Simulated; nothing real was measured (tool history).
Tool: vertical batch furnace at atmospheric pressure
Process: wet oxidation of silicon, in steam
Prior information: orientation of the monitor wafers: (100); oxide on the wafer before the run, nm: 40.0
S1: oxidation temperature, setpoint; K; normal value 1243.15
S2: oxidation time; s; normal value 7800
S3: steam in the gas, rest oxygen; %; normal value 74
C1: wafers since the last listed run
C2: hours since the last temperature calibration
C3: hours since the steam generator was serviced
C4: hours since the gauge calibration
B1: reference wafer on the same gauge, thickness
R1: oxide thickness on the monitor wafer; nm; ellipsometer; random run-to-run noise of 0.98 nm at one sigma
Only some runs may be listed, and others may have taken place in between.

run 1 hour=0 | S1=1243.15 S2=7800 S3=74 | C1=0 C2=3980.5 C3=3061.4 C4=194.8 | B1=485.63 | R1=489.71
run 2 hour=37.3 | S1=1243.15 S2=7800 S3=74 | C1=522 C2=4017.8 C3=3098.7 C4=232.1 | B1=485.99 | R1=489.92
run 3 hour=48.3 | S1=1243.15 S2=7800 S3=74 | C1=154 C2=4028.8 C3=3109.7 C4=243.1 | B1=485.98 | R1=492.8
run 4 hour=59.9 | S1=1243.15 S2=7800 S3=74 | C1=162 C2=4040.4 C3=3121.3 C4=254.7 | B1=485.69 | R1=492.07
run 5 hour=76.8 | S1=1243.15 S2=7800 S3=74 | C1=236 C2=4057.3 C3=3138.2 C4=271.6 | B1=485.91 | R1=489.75
run 6 hour=95.2 | S1=1243.15 S2=7800 S3=74 | C1=257 C2=4075.7 C3=3156.6 C4=290 | B1=486.15 | R1=488.92
-- hour=99 gauge calibrated
run 7 hour=106.9 | S1=1243.15 S2=7800 S3=74 | C1=163 C2=4087.4 C3=3168.3 C4=7.9 | B1=485.99 | R1=489.03
run 8 hour=125.3 | S1=1243.15 S2=7800 S3=74 | C1=257 C2=4105.8 C3=3186.7 C4=26.3 | B1=486.18 | R1=487.92
run 9 hour=137 | S1=1243.15 S2=7800 S3=74 | C1=163 C2=4117.5 C3=3198.4 C4=38 | B1=485.79 | R1=486.96
run 10 hour=154.9 | S1=1243.15 S2=7800 S3=74 | C1=250 C2=4135.4 C3=3216.3 C4=55.9 | B1=486.04 | R1=488.01
-- hour=202 steam generator serviced
run 11 hour=202.5 | S1=1243.15 S2=6990 S3=74 | C1=330 C2=4183 C3=0.5 C4=103.5 | B1=486.17 | R1=484.45
run 12 hour=208.8 | S1=1243.15 S2=6990 S3=74 | C1=88 C2=4189.3 C3=6.8 C4=109.8 | B1=486.16 | R1=485.35
run 13 hour=216.1 | S1=1223.15 S2=11430 S3=74 | C1=102 C2=4196.6 C3=14.1 C4=117.1 | B1=486.09 | R1=581.83
run 14 hour=231.2 | S1=1220.15 S2=7800 S3=68 | C1=211 C2=4211.7 C3=29.2 C4=132.2 | B1=486 | R1=414.04
-- hour=262.4 thermocouples replaced and temperature profile calibrated
run 15 hour=262.9 | S1=1243.15 S2=7800 S3=69 | C1=107 C2=0.5 C3=60.9 C4=163.9 | B1=485.84 | R1=497.93
run 16 hour=269.2 | S1=1243.15 S2=7800 S3=82 | C1=88 C2=6.8 C3=67.2 C4=170.2 | B1=486.05 | R1=559.07
run 17 hour=275.5 | S1=1243.15 S2=11250 S3=74 | C1=88 C2=13.1 C3=73.5 C4=176.5 | B1=485.74 | R1=664.13
run 18 hour=282.9 | S1=1236.15 S2=4200 S3=74 | C1=103 C2=20.5 C3=80.9 C4=183.9 | B1=486.03 | R1=324.86
run 19 hour=298.6 | S1=1261.15 S2=7800 S3=68 | C1=220 C2=36.2 C3=96.6 C4=199.6 | B1=486.23 | R1=560.85
run 20 hour=315.8 | S1=1243.15 S2=7800 S3=74 | C1=241 C2=53.4 C3=113.8 C4=216.8 | B1=486.03 | R1=522.58
run 21 hour=357.4 | S1=1232.15 S2=9540 S3=66 | C1=583 C2=95 C3=155.4 C4=258.4 | B1=485.91 | R1=510.6
-- hour=391.5 gauge calibrated
run 22 hour=403.2 | S1=1243.15 S2=7800 S3=74 | C1=641 C2=140.8 C3=201.2 C4=11.7 | B1=485.78 | R1=520.84
run 23 hour=416.2 | S1=1243.15 S2=7800 S3=74 | C1=182 C2=153.8 C3=214.2 C4=24.7 | B1=486.39 | R1=521.28
run 24 hour=431.7 | S1=1262.15 S2=7800 S3=86 | C1=217 C2=169.3 C3=229.7 C4=40.2 | B1=486.3 | R1=653.8
run 25 hour=496.5 | S1=1266.15 S2=6180 S3=71 | C1=908 C2=234.1 C3=294.5 C4=105 | B1=485.61 | R1=510.16

5 ways to go on from here, each from the tool as it stands after run 25. What would each give?
run A hour=502.9 | S1=1243.15 S2=7800 S3=74 | C1=89 C2=240.5 C3=300.9 C4=111.4 | B1=? | R1=?
run B hour=502.9 | S1=1243.15 S2=9780 S3=74 | C1=89 C2=240.5 C3=300.9 C4=111.4 | B1=? | R1=?
run C hour=502.9 | S1=1234.15 S2=7800 S3=74 | C1=89 C2=240.5 C3=300.9 C4=111.4 | B1=? | R1=?
run D hour=502.9 | S1=1228.15 S2=10740 S3=64 | C1=89 C2=240.5 C3=300.9 C4=111.4 | B1=? | R1=?
run E hour=502.9 | S1=1235.15 S2=4020 S3=66 | C1=89 C2=240.5 C3=300.9 C4=111.4 | B1=? | R1=?

run=A B1=486.02 R1=522.45
run=B B1=486.02 R1=606.19
run=C B1=486.02 R1=489.17
run=D B1=486.02 R1=526.15
run=E B1=486.02 R1=289.57
The same runs, with their run-to-run variation unchanged, on a tool lacking any hidden condition would have given:
run=A R1=525.63
run=B R1=609.82
run=C R1=492.2
run=D R1=529.41
run=E R1=291.41
